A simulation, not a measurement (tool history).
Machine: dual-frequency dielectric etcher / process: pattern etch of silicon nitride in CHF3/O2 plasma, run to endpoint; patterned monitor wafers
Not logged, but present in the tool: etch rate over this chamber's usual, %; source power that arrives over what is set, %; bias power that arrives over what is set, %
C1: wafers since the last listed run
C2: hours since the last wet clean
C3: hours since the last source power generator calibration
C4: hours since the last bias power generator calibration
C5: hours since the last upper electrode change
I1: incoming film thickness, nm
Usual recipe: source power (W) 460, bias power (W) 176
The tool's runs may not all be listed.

run 1 hour=0.0 | source_power_(W)=460 bias_power_(W)=176 | C1=0 C2=237.0 C3=1513.9 C4=3607.1 C5=3102.0 | I1=62.2 | endpoint_time_(s)=45.1
run 2 hour=17.1 | source_power_(W)=460 bias_power_(W)=176 | C1=159 C2=254.1 C3=1531.0 C4=3624.2 C5=3119.1 | I1=62.2 | endpoint_time_(s)=45.2
run 3 hour=50.8 | source_power_(W)=460 bias_power_(W)=176 | C1=313 C2=287.8 C3=1564.7 C4=3657.9 C5=3152.8 | I1=62.1 | endpoint_time_(s)=45.0
run 4 hour=74.0 | source_power_(W)=460 bias_power_(W)=176 | C1=216 C2=311.0 C3=1587.9 C4=3681.1 C5=3176.0 | I1=61.8 | endpoint_time_(s)=44.6
run 5 hour=107.1 | source_power_(W)=460 bias_power_(W)=176 | C1=308 C2=344.1 C3=1621.0 C4=3714.2 C5=3209.1 | I1=62.2 | endpoint_time_(s)=45.0
run 6 hour=136.3 | source_power_(W)=460 bias_power_(W)=176 | C1=271 C2=373.3 C3=1650.2 C4=3743.4 C5=3238.3 | I1=62.6 | endpoint_time_(s)=45.3
run 7 hour=154.2 | source_power_(W)=460 bias_power_(W)=176 | C1=166 C2=391.2 C3=1668.1 C4=3761.3 C5=3256.2 | I1=61.8 | endpoint_time_(s)=44.5
run 8 hour=182.4 | source_power_(W)=460 bias_power_(W)=176 | C1=262 C2=419.4 C3=1696.3 C4=3789.5 C5=3284.4 | I1=61.2 | endpoint_time_(s)=44.1
-- hour=213.9 upper electrode replaced
run 9 hour=214.4 | source_power_(W)=460 bias_power_(W)=176 | C1=74 C2=451.4 C3=1728.3 C4=3821.5 C5=0.5 | I1=62.1 | endpoint_time_(s)=44.8
run 10 hour=215.9 | source_power_(W)=460 bias_power_(W)=176 | C1=13 C2=452.9 C3=1729.8 C4=3823.0 C5=2.0 | I1=61.7 | endpoint_time_(s)=44.2
run 11 hour=250.0 | source_power_(W)=460 bias_power_(W)=193 | C1=317 C2=487.0 C3=1763.9 C4=3857.1 C5=36.1 | I1=62.0 | endpoint_time_(s)=43.6
run 12 hour=281.5 | source_power_(W)=460 bias_power_(W)=193 | C1=293 C2=518.5 C3=1795.4 C4=3888.6 C5=67.6 | I1=61.8 | endpoint_time_(s)=42.9
run 13 hour=299.1 | source_power_(W)=550 bias_power_(W)=164 | C1=163 C2=536.1 C3=1813.0 C4=3906.2 C5=85.2 | I1=62.3 | endpoint_time_(s)=43.6
run 14 hour=372.8 | source_power_(W)=390 bias_power_(W)=141 | C1=686 C2=609.8 C3=1886.7 C4=3979.9 C5=158.9 | I1=61.3 | endpoint_time_(s)=48.4
-- hour=401.8 source power generator calibrated
-- hour=412.5 wet clean of the chamber
run 15 hour=413.0 | source_power_(W)=460 bias_power_(W)=136 | C1=237 C2=0.5 C3=11.2 C4=4020.1 C5=199.1 | I1=61.7 | endpoint_time_(s)=48.8
-- hour=423.7 bias power generator calibrated
run 16 hour=427.7 | source_power_(W)=370 bias_power_(W)=176 | C1=99 C2=15.2 C3=25.9 C4=4.0 C5=213.8 | I1=62.1 | endpoint_time_(s)=48.1
run 17 hour=463.1 | source_power_(W)=420 bias_power_(W)=139 | C1=329 C2=50.6 C3=61.3 C4=39.4 C5=249.2 | I1=61.7 | endpoint_time_(s)=49.5
run 18 hour=475.2 | source_power_(W)=500 bias_power_(W)=148 | C1=112 C2=62.7 C3=73.4 C4=51.5 C5=261.3 | I1=61.5 | endpoint_time_(s)=46.6
run 19 hour=489.6 | source_power_(W)=460 bias_power_(W)=138 | C1=134 C2=77.1 C3=87.8 C4=65.9 C5=275.7 | I1=62.3 | endpoint_time_(s)=49.1
run 20 hour=524.6 | source_power_(W)=460 bias_power_(W)=199 | C1=326 C2=112.1 C3=122.8 C4=100.9 C5=310.7 | I1=62.1 | endpoint_time_(s)=44.0
run 21 hour=552.6 | source_power_(W)=460 bias_power_(W)=176 | C1=260 C2=140.1 C3=150.8 C4=128.9 C5=338.7 | I1=62.3 | endpoint_time_(s)=45.8
run 22 hour=587.9 | source_power_(W)=410 bias_power_(W)=195 | C1=328 C2=175.4 C3=186.1 C4=164.2 C5=374.0 | I1=62.1 | endpoint_time_(s)=45.3
run 23 hour=614.4 | source_power_(W)=460 bias_power_(W)=176 | C1=246 C2=201.9 C3=212.6 C4=190.7 C5=400.5 | I1=62.5 | endpoint_time_(s)=45.8
run 24 hour=638.7 | source_power_(W)=510 bias_power_(W)=138 | C1=226 C2=226.2 C3=236.9 C4=215.0 C5=424.8 | I1=62.3 | endpoint_time_(s)=47.5

Run-by-run hidden state of the tool:
source power that arrives over what is set, %: 0 at every run
bias power that arrives over what is set, %: 0 at every run
H1: etch rate over this chamber's usual, %
run=1 H1=1.56
run=2 H1=1.65
run=3 H1=1.84
run=4 H1=1.98
run=5 H1=2.16
run=6 H1=2.33
run=7 H1=2.43
run=8 H1=2.59
run=9 H1=2.77
run=10 H1=2.77
run=11 H1=2.97
run=12 H1=3.14
run=13 H1=3.24
run=14 H1=3.66
run=15 H1=-0.149
run=16 H1=-0.0663
run=17 H1=0.133
run=18 H1=0.201
run=19 H1=0.282
run=20 H1=0.479
run=21 H1=0.637
run=22 H1=0.836
run=23 H1=0.985
run=24 H1=1.12
